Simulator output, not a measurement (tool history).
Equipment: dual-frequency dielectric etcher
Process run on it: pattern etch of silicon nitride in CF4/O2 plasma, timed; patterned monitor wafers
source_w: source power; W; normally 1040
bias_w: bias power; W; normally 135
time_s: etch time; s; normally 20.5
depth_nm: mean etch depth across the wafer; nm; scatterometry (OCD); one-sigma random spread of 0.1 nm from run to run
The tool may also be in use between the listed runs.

run   hour  source_w  bias_w  time_s  read-back reference wafer on the same gauge, depth_nm  depth_nm
  1    0.0      1040     135    20.5                                                   74.9      66.0
       5.3  -- gauge calibrated
  2   10.5      1040     135    20.5                                                   74.9      66.1
  3   24.8      1040     135    20.5                                                   74.9      66.3
  4   73.9      1040     135    20.5                                                   74.9      66.1
  5   84.0      1040     135    20.5                                                   74.9      66.0
  6   90.7      1040     135    20.5                                                   74.9      66.1
     128.8  -- upper electrode replaced
  7  129.3      1040     135    20.5                                                   74.9      66.2
  8  129.6      1040     135    20.5                                                   74.9      66.0
  9  130.7      1040     143    20.5                                                   74.9      68.0
 10  180.5      1040     143    20.5                                                   74.9      67.8
 11  191.0      1040     143    20.5                                                   74.9      67.8
 12  208.0      1040     135    20.5                                                   74.9      66.0
 13  218.9      1040     135    20.5                                                   74.9      66.2
     228.3  -- bias power generator calibrated
 14  236.3      1040     127    20.5                                                   74.9      64.3
     242.2  -- source power generator calibrated
 15  242.9      1110     164    20.5                                                   74.9      77.0
 16  253.0      1040     135    23.0                                                   74.9      76.1
 17  264.7       840     111    20.5                                                   74.9      53.9
     287.6  -- gauge calibrated
     290.3  -- wet clean of the chamber
 18  290.8      1220     126    23.5                                                   74.9      83.5
 19  297.2      1040     135    20.5                                                   74.9      67.4
 20  308.3      1120     113    20.5                                                   74.9      65.3
 21  317.9       930     103    15.0                                                   74.9      40.5
 22  327.0      1150     135    20.5                                                   74.9      72.1
 23  334.1      1040     135    20.5                                                   74.9      67.3
 24  345.6      1040     135    20.5                                                   74.9      67.4
 25  357.2      1040     135    14.5                                                   74.9      47.7
 26  370.2      1260     148    15.5                                                   74.9      60.6
 27  381.0      1220     144    25.5                                                   74.9      96.3
 28  387.9      1040     135    20.5                                                   74.9      67.4

Predict each of these 3 candidate next runs independently; none follows another, all start after run 28:
  A  388.3      1040     135    25.5                                                      ?         ?
  B  388.3       930     154    14.5                                                      ?         ?
  C  388.3       880     112    16.0                                                      ?         ?

run  read-back reference wafer on the same gauge, depth_nm  depth_nm
  A                                                   74.9      83.7
  B                                                   74.9      46.9
  C                                                   74.9      43.2
Had the tool no hidden state, the same runs would have come out as:
run  depth_nm
  A      83.5
  B      46.7
  C      43.1

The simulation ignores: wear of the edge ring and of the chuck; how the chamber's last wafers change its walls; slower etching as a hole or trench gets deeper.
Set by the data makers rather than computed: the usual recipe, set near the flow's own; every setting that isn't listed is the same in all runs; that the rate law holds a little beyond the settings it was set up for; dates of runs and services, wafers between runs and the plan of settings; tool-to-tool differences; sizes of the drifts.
